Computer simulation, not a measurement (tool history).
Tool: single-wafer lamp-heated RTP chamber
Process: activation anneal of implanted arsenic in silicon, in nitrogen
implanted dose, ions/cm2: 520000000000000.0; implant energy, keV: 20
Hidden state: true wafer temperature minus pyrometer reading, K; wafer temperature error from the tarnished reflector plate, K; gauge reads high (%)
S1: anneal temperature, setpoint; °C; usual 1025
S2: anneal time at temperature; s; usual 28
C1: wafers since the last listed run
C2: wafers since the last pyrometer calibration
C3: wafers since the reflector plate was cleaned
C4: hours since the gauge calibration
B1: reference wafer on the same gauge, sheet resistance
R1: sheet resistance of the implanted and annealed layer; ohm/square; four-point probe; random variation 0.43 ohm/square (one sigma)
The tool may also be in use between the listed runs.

run	day	S1	S2	C1	C2	C3	C4	B1	R1
1	0.000	1025	28	0	4283	5605	516.2	220.02	184.29
# day 1.546: reflector plate cleaned
2	1.567	1025	33	320	4603	4	553.8	220.13	182.23
# day 2.433: pyrometer window cleaned and pyrometer calibrated
3	4.546	1025	33	687	548	692	625.3	219.95	183.47
4	6.238	1025	33	439	988	1132	665.9	219.97	183.66
5	10.012	1025	28	981	1969	2113	756.5	220.03	184.76
6	11.904	1025	28	491	2461	2605	801.9	219.93	183.84
# day 12.475: gauge calibrated
7	15.892	1025	28	1036	3497	3641	82.0	220.03	183.74
8	17.638	1002	42	453	3951	4095	123.9	219.95	185.20
9	20.879	1041	23	842	4794	4937	201.7	220.14	182.07
10	22.467	1053	28	412	5206	5350	239.8	220.09	177.73
11	24.458	1016	28	517	5724	5868	287.6	219.90	184.70
# day 25.967: pyrometer window cleaned and pyrometer calibrated
# day 26.358: reflector plate cleaned
12	27.262	1025	38	555	250	235	354.9	220.10	183.23
13	30.338	998	28	799	1049	1034	428.7	220.05	188.99
14	32.071	1025	39	450	1499	1484	470.3	220.06	182.33
15	35.533	1025	28	899	2399	2384	553.4	219.97	185.19

3 ways to go on from here, each from the tool as it stands after run 15. What would each give?
A	35.550	1025	28	4	2404	2389	553.8	?	?
B	35.550	1005	38	4	2404	2389	553.8	?	?
C	35.550	1053	45	4	2404	2389	553.8	?	?

run	B1	R1
A	219.84	183.94
B	219.84	185.12
C	219.84	174.34
Without the tool's hidden state the same runs would have given:
run	R1
A	184.95
B	186.06
C	175.58
